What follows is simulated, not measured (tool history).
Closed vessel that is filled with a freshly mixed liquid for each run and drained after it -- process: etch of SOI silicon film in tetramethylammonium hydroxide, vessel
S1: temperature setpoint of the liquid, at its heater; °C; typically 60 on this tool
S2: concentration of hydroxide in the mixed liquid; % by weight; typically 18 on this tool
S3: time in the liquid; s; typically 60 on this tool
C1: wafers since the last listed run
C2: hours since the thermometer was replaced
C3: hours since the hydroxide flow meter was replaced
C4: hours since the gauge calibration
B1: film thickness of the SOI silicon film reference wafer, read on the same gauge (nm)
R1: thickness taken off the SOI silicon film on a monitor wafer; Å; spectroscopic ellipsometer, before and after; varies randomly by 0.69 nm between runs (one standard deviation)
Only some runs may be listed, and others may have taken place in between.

run,day,S1,S2,S3,C1,C2,C3,C4,B1,R1
1,0,60,18,60,0,500.8,590.8,252.2,119.99,1714
2,0.421,60,18,60,739,510.9,600.9,262.3,120,1710.8
3,0.762,66,18,60,600,519.1,609.1,270.5,120,2470.5
# day 0.946: thermometer replaced
4,1.442,66,18,60,1120,11.9,625.4,286.8,120.01,2468.4
5,1.708,63,18,60,468,18.3,631.8,293.2,120.01,2045.1
6,2.179,63,18,60,827,29.6,643.1,304.5,120.02,2044.9
7,2.717,63,18,60,944,42.5,656,317.4,120.01,2060.2
# day 2.783: gauge calibrated
8,3.421,60,18,60,1237,59.4,672.9,15.3,120.01,1709.7
9,3.925,60,18,60,885,71.5,685,27.4,119.99,1691.9
10,4.408,56,15,60,849,83.1,696.6,39,120.01,1419.3
11,4.946,66.5,21.5,60,944,96,709.5,51.9,120,2256.8
12,5.679,60,18,40,1288,113.6,727.1,69.5,120.01,1129.9
13,5.992,60,18,40,549,121.1,734.6,77,120.02,1133.2
14,6.508,52.5,13,30,907,133.5,747,89.4,119.99,604.6
15,6.833,56.5,15,80,570,141.3,754.8,97.2,120.01,1952.6
16,7.388,60,18,60,973,154.6,768.1,110.5,120.01,1694.6
# day 7.917: hydroxide flow meter replaced
17,8.133,60,18,60,1237,172.5,5.2,128.4,120,1650.9
18,8.496,53.5,13.5,80,636,181.2,13.9,137.1,120.01,1632.3
19,8.95,65,14,75,797,192.1,24.8,148,120.01,3093.5
20,9.671,53,22,60,1266,209.4,42.1,165.3,119.99,854.7
21,10.329,63,18,60,1156,225.2,57.9,181.1,120.02,1969.5
22,11.025,66,18,60,1222,241.9,74.6,197.8,120.02,2370.4
23,11.575,60,18,60,966,255.1,87.8,211,120,1633.3
24,12.167,52,22,75,1039,269.3,102,225.2,119.99,994.3
# day 12.317: hydroxide flow meter replaced, repeated, since the last time left the tool worse
25,13.283,60,18,35,1888,296.1,23.2,252,119.99,1011.1
26,13.792,68,18,35,893,308.3,35.4,264.2,120,1637.6
27,14.192,65,13,80,702,317.9,45,273.8,120,3607.3
28,14.6,60,18,60,717,327.7,54.8,283.6,120.01,1741.8
29,15.188,60,21.5,60,1032,341.8,68.9,297.7,120.01,1601.2
30,15.642,60,18,70,797,352.7,79.8,308.6,120,2039.3
31,15.979,64,18,80,592,360.8,87.9,316.7,119.98,2945.4
32,16.458,60,18,60,841,372.3,99.4,328.2,120.01,1732.9
33,16.988,52.5,18,90,929,385,112.1,340.9,120.01,1622.1
34,17.438,64,18,85,790,395.8,122.9,351.7,119.99,3138.6

What was the tool's hidden state at every run in the log?
liquid colder than its thermometer reads (K): 0 across all the runs
gauge reads high (%): 0 across all the runs
H1: hydroxide flow above the setpoint (%)
run,H1
1,6
2,6.1
3,6.17
4,6.33
5,6.39
6,6.5
7,6.62
8,6.78
9,6.89
10,7
11,7.12
12,7.29
13,7.36
14,7.48
15,7.55
16,7.68
17,14.7
18,14.7
19,14.8
20,15
21,15.2
22,15.3
23,15.4
24,15.6
25,1.11
26,1.22
27,1.31
28,1.41
29,1.54
30,1.64
31,1.72
32,1.83
33,1.95
34,2.05

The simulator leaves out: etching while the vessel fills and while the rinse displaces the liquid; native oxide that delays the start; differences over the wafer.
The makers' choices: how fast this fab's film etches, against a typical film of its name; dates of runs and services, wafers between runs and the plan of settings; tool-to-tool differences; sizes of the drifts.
